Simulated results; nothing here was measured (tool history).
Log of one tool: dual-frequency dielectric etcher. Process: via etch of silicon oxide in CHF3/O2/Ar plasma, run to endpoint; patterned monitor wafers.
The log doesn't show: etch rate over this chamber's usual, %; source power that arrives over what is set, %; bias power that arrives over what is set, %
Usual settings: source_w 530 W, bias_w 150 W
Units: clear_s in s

| run | hour | source_w | bias_w | wafers since the last listed run | hours since the last wet clean | hours since the last source power generator calibration | hours since the last bias power generator calibration | hours since the last upper electrode change | incoming incoming film thickness, nm | clear_s |
|---|---|---|---|---|---|---|---|---|---|---|
| 1 | 0.0 | 530 | 150 | 0 | 253.6 | 3376.9 | 2352.0 | 3988.4 | 748.3 | 407.1 |
| 2 | 8.6 | 530 | 150 | 33 | 262.2 | 3385.5 | 2360.6 | 3997.0 | 747.4 | 404.2 |
| 3 | 16.9 | 620 | 171 | 32 | 270.5 | 3393.8 | 2368.9 | 4005.3 | 737.6 | 355.0 |
| 4 | 30.8 | 480 | 150 | 54 | 284.4 | 3407.7 | 2382.8 | 4019.2 | 746.8 | 418.9 |
| 5 | 47.9 | 480 | 150 | 66 | 301.5 | 3424.8 | 2399.9 | 4036.3 | 735.1 | 418.2 |
| 6 | 64.7 | 480 | 150 | 65 | 318.3 | 3441.6 | 2416.7 | 4053.1 | 753.8 | 418.4 |
| 7 | 72.6 | 530 | 150 | 30 | 326.2 | 3449.5 | 2424.6 | 4061.0 | 747.0 | 404.6 |
| 8 | 82.2 | 530 | 150 | 37 | 335.8 | 3459.1 | 2434.2 | 4070.6 | 737.0 | 397.0 |
| 9 | 97.6 | 530 | 150 | 60 | 351.2 | 3474.5 | 2449.6 | 4086.0 | 745.6 | 400.7 |
|  | 129.1 | source power generator calibrated |
| 10 | 148.8 | 530 | 150 | 184 | 402.4 | 19.7 | 2500.8 | 4137.2 | 743.4 | 395.4 |
| 11 | 158.2 | 530 | 150 | 36 | 411.8 | 29.1 | 2510.2 | 4146.6 | 737.3 | 393.1 |
|  | 185.4 | wet clean of the chamber |
| 12 | 185.9 | 480 | 125 | 14 | 0.5 | 56.8 | 2537.9 | 4174.3 | 740.2 | 453.6 |
| 13 | 186.3 | 480 | 125 | 1 | 0.9 | 57.2 | 2538.3 | 4174.7 | 747.9 | 458.2 |
| 14 | 201.8 | 530 | 150 | 60 | 16.4 | 72.7 | 2553.8 | 4190.2 | 752.0 | 416.0 |
| 15 | 210.3 | 530 | 150 | 33 | 24.9 | 81.2 | 2562.3 | 4198.7 | 739.7 | 400.6 |
| 16 | 217.0 | 530 | 179 | 26 | 31.6 | 87.9 | 2569.0 | 4205.4 | 745.6 | 383.8 |
| 17 | 224.1 | 580 | 132 | 27 | 38.7 | 95.0 | 2576.1 | 4212.5 | 747.1 | 410.2 |
| 18 | 230.6 | 630 | 185 | 25 | 45.2 | 101.5 | 2582.6 | 4219.0 | 750.4 | 357.9 |
| 19 | 242.0 | 590 | 126 | 44 | 56.6 | 112.9 | 2594.0 | 4230.4 | 745.2 | 406.7 |
|  | 269.1 | upper electrode replaced, of another model than before |
| 20 | 269.6 | 610 | 117 | 14 | 84.2 | 140.5 | 2621.6 | 0.5 | 742.1 | 405.6 |
| 21 | 270.1 | 640 | 175 | 1 | 84.7 | 141.0 | 2622.1 | 1.0 | 746.1 | 366.4 |
| 22 | 274.1 | 470 | 150 | 15 | 88.7 | 145.0 | 2626.1 | 5.0 | 751.0 | 425.9 |
| 23 | 286.3 | 600 | 175 | 47 | 100.9 | 157.2 | 2638.3 | 17.2 | 738.6 | 376.9 |
| 24 | 293.9 | 420 | 160 | 29 | 108.5 | 164.8 | 2645.9 | 24.8 | 741.6 | 428.1 |
| 25 | 303.1 | 480 | 164 | 35 | 117.7 | 174.0 | 2655.1 | 34.0 | 746.1 | 405.7 |
| 26 | 312.6 | 590 | 162 | 37 | 127.2 | 183.5 | 2664.6 | 43.5 | 739.8 | 381.7 |
|  | 321.4 | bias power generator calibrated |
| 27 | 321.9 | 640 | 188 | 20 | 136.5 | 192.8 | 0.5 | 52.8 | 744.5 | 355.4 |
| 28 | 335.5 | 530 | 123 | 53 | 150.1 | 206.4 | 14.1 | 66.4 | 734.4 | 417.6 |
| 29 | 353.3 | 440 | 169 | 69 | 167.9 | 224.2 | 31.9 | 84.2 | 747.1 | 413.6 |
| 30 | 368.1 | 580 | 132 | 57 | 182.7 | 239.0 | 46.7 | 99.0 | 740.8 | 400.0 |
| 31 | 376.5 | 570 | 184 | 32 | 191.1 | 247.4 | 55.1 | 107.4 | 742.1 | 372.6 |
| 32 | 385.9 | 530 | 150 | 36 | 200.5 | 256.8 | 64.5 | 116.8 | 741.5 | 400.0 |
| 33 | 403.7 | 530 | 150 | 69 | 218.3 | 274.6 | 82.3 | 134.6 | 742.6 | 401.7 |
| 34 | 412.6 | 590 | 127 | 34 | 227.2 | 283.5 | 91.2 | 143.5 | 744.6 | 401.0 |

Forecast each of these 5 alternatives for the next run:
| A | 413.1 | 530 | 150 | 1 | 227.7 | 284.0 | 91.7 | 144.0 | 744.3 | ? |
| B | 413.1 | 430 | 129 | 1 | 227.7 | 284.0 | 91.7 | 144.0 | 744.3 | ? |
| C | 413.1 | 650 | 175 | 1 | 227.7 | 284.0 | 91.7 | 144.0 | 744.3 | ? |
| D | 413.1 | 610 | 169 | 1 | 227.7 | 284.0 | 91.7 | 144.0 | 744.3 | ? |
| E | 413.1 | 640 | 150 | 1 | 227.7 | 284.0 | 91.7 | 144.0 | 744.3 | ? |

| run | clear_s |
|---|---|
| A | 396.9 |
| B | 438.7 |
| C | 358.1 |
| D | 368.7 |
| E | 373.0 |
Without the tool's hidden state the same runs would have given:
| run | clear_s |
|---|---|
| A | 410.1 |
| B | 453.2 |
| C | 370.0 |
| D | 381.0 |
| E | 385.4 |
